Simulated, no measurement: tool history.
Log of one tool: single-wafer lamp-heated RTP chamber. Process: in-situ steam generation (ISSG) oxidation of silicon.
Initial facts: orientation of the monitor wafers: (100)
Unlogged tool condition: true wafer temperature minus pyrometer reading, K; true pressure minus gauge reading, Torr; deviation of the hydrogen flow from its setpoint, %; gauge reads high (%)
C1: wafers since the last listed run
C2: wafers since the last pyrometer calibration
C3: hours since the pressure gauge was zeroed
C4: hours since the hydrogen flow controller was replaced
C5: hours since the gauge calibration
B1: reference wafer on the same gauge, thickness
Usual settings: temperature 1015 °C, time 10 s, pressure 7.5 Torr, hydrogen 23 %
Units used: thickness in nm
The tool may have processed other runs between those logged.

Run 1, hour 0.0: usual settings but hydrogen 30 %; C1 0; C2 2811; C3 3612.5; C4 4590.0; C5 248.2; B1 3.761. Result: thickness 4.707 nm.
Run 2, hour 66.9: usual settings; C1 642; C2 3454; C3 3679.4; C4 4656.9; C5 315.1; B1 3.761. Result: thickness 4.351 nm.
Run 3, hour 165.3: usual settings; C1 945; C2 4400; C3 3777.8; C4 4755.3; C5 413.5; B1 3.758. Result: thickness 4.367 nm.
Run 4, hour 248.7: usual settings but pressure 8.2 Torr; C1 801; C2 5201; C3 3861.2; C4 4838.7; C5 496.9; B1 3.761. Result: thickness 4.355 nm.
At hour 282.8: pyrometer window cleaned and pyrometer calibrated.
Run 5, hour 341.8: usual settings but time 9 s, pressure 8.5 Torr; C1 817; C2 567; C3 3954.3; C4 4931.8; C5 590.0; B1 3.759. Result: thickness 4.095 nm.
Run 6, hour 399.5: usual settings but time 9 s, pressure 8.5 Torr; C1 554; C2 1121; C3 4012.0; C4 4989.5; C5 647.7; B1 3.760. Result: thickness 4.118 nm.
Run 7, hour 475.8: usual settings; C1 733; C2 1854; C3 4088.3; C4 5065.8; C5 724.0; B1 3.760. Result: thickness 4.336 nm.
Run 8, hour 548.5: usual settings; C1 698; C2 2553; C3 4161.0; C4 5138.5; C5 796.7; B1 3.763. Result: thickness 4.344 nm.
Run 9, hour 647.4: usual settings; C1 950; C2 3503; C3 4259.9; C4 5237.4; C5 895.6; B1 3.760. Result: thickness 4.348 nm.
Run 10, hour 698.5: usual settings; C1 491; C2 3994; C3 4311.0; C4 5288.5; C5 946.7; B1 3.761. Result: thickness 4.339 nm.
Run 11, hour 794.8: usual settings; C1 925; C2 4920; C3 4407.3; C4 5384.8; C5 1043.0; B1 3.762. Result: thickness 4.361 nm.
Run 12, hour 850.2: usual settings; C1 532; C2 5452; C3 4462.7; C4 5440.2; C5 1098.4; B1 3.759. Result: thickness 4.354 nm.
At hour 868.0: pyrometer window cleaned and pyrometer calibrated.
Run 13, hour 904.4: usual settings but pressure 9.0 Torr, hydrogen 19 %; C1 443; C2 349; C3 4516.9; C4 5494.4; C5 1152.6; B1 3.761. Result: thickness 4.066 nm.
At hour 944.1: pressure gauge zeroed.
Run 14, hour 970.0: usual settings but pressure 8.0 Torr; C1 553; C2 902; C3 25.9; C4 5560.0; C5 1218.2; B1 3.762. Result: thickness 4.309 nm.
Run 15, hour 1046.4: usual settings but time 11 s, pressure 8.0 Torr, hydrogen 30 %; C1 734; C2 1637; C3 102.3; C4 5636.4; C5 1294.6; B1 3.762. Result: thickness 4.858 nm.
Run 16, hour 1128.5: usual settings but temperature 1009 °C, time 13 s, pressure 7.9 Torr; C1 788; C2 2426; C3 184.4; C4 5718.5; C5 1376.7; B1 3.761. Result: thickness 4.783 nm.
At hour 1194.0: hydrogen flow controller replaced.
Run 17, hour 1202.2: usual settings but temperature 1005 °C, pressure 8.7 Torr, hydrogen 28 %; C1 631; C2 3057; C3 258.1; C4 8.2; C5 1450.4; B1 3.760. Result: thickness 4.341 nm.
Run 18, hour 1293.5: usual settings but temperature 1020 °C, pressure 6.9 Torr, hydrogen 16 %; C1 877; C2 3934; C3 349.4; C4 99.5; C5 1541.7; B1 3.761. Result: thickness 3.966 nm.
At hour 1387.6: pyrometer window cleaned and pyrometer calibrated.
Run 19, hour 1388.1: usual settings but temperature 1009 °C, time 13 s, pressure 6.9 Torr, hydrogen 19 %; C1 832; C2 4; C3 444.0; C4 194.1; C5 1636.3; B1 3.761. Result: thickness 4.404 nm.
Run 20, hour 1431.4: usual settings but time 8 s, hydrogen 30 %; C1 416; C2 421; C3 487.3; C4 237.4; C5 1679.6; B1 3.758. Result: thickness 4.178 nm.
Run 21, hour 1534.8: usual settings but pressure 8.8 Torr, hydrogen 20 %; C1 993; C2 1414; C3 590.7; C4 340.8; C5 1783.0; B1 3.760. Result: thickness 4.107 nm.
Run 22, hour 1630.1: usual settings; C1 915; C2 2330; C3 686.0; C4 436.1; C5 1878.3; B1 3.760. Result: thickness 4.304 nm.
Run 23, hour 1675.8: usual settings; C1 439; C2 2769; C3 731.7; C4 481.8; C5 1924.0; B1 3.760. Result: thickness 4.297 nm.
Run 24, hour 1736.5: usual settings; C1 583; C2 3352; C3 792.4; C4 542.5; C5 1984.7; B1 3.759. Result: thickness 4.307 nm.
At hour 1761.7: gauge calibrated.
Run 25, hour 1777.1: usual settings but hydrogen 31 %; C1 390; C2 3742; C3 833.0; C4 583.1; C5 15.4; B1 3.759. Result: thickness 4.694 nm.
Run 26, hour 1871.7: usual settings but time 13 s, hydrogen 32 %; C1 909; C2 4651; C3 927.6; C4 677.7; C5 110.0; B1 3.761. Result: thickness 5.334 nm.
Run 27, hour 1955.1: usual settings; C1 801; C2 5453; C3 1011.0; C4 761.1; C5 193.4; B1 3.760. Result: thickness 4.315 nm.

Run 28, settings as shown, results not yet in. Your forecast:
At hour 2047.6: pyrometer window cleaned and pyrometer calibrated.
Run 28, hour 2230.6: usual settings; C1 2570; C2 1758; C3 1286.5; C4 1036.6; C5 468.9; B1 ?. Result: thickness ?.

B1: 3.761
thickness: 4.277 nm
Take away the tool's hidden state, keep the run-to-run variation as it was, and the same run would have given thickness 4.224 nm.
